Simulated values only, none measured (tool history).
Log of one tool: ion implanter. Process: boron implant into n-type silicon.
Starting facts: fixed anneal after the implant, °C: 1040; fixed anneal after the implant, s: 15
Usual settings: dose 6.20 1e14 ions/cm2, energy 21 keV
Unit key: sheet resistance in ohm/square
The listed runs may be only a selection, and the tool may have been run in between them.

| run | day | dose | energy | read-back reference wafer on the same gauge, sheet resistance | sheet resistance |
|---|---|---|---|---|---|
| 1 | 0.000 | 4.72 | 27 | 175.94 | 208.33 |
| 2 | 0.725 | 4.72 | 27 | 175.95 | 208.19 |
| 3 | 2.004 | 6.20 | 16 | 175.94 | 175.00 |
| 4 | 2.838 | 6.20 | 16 | 176.01 | 174.30 |
| 5 | 3.779 | 6.20 | 21 | 176.03 | 169.54 |
| 6 | 4.388 | 6.20 | 21 | 175.94 | 170.12 |
| 7 | 4.942 | 6.20 | 21 | 175.99 | 169.81 |
| 8 | 5.729 | 6.85 | 21 | 175.87 | 155.85 |
| 9 | 6.554 | 6.85 | 21 | 176.07 | 155.94 |
| 10 | 7.975 | 6.85 | 21 | 175.89 | 156.14 |
| 11 | 8.879 | 6.20 | 21 | 176.01 | 169.29 |
|  | 8.946 | gauge calibrated |
|  | 9.433 | extraction supply calibrated |
| 12 | 9.971 | 6.20 | 21 | 175.88 | 169.46 |
| 13 | 10.933 | 5.49 | 24 | 176.03 | 185.63 |
| 14 | 11.567 | 6.20 | 16 | 176.18 | 174.26 |
| 15 | 12.679 | 6.20 | 21 | 176.04 | 169.79 |

Run 16 has not been measured yet. What should we expect?
| 16 | 13.679 | 6.20 | 21 | ? | ? |

{"run 16": {"read-back reference wafer on the same gauge, sheet resistance": 175.95, "sheet resistance": 168.87}}
With no hidden state in the tool, this same run would have given sheet resistance 174.78 ohm/square.
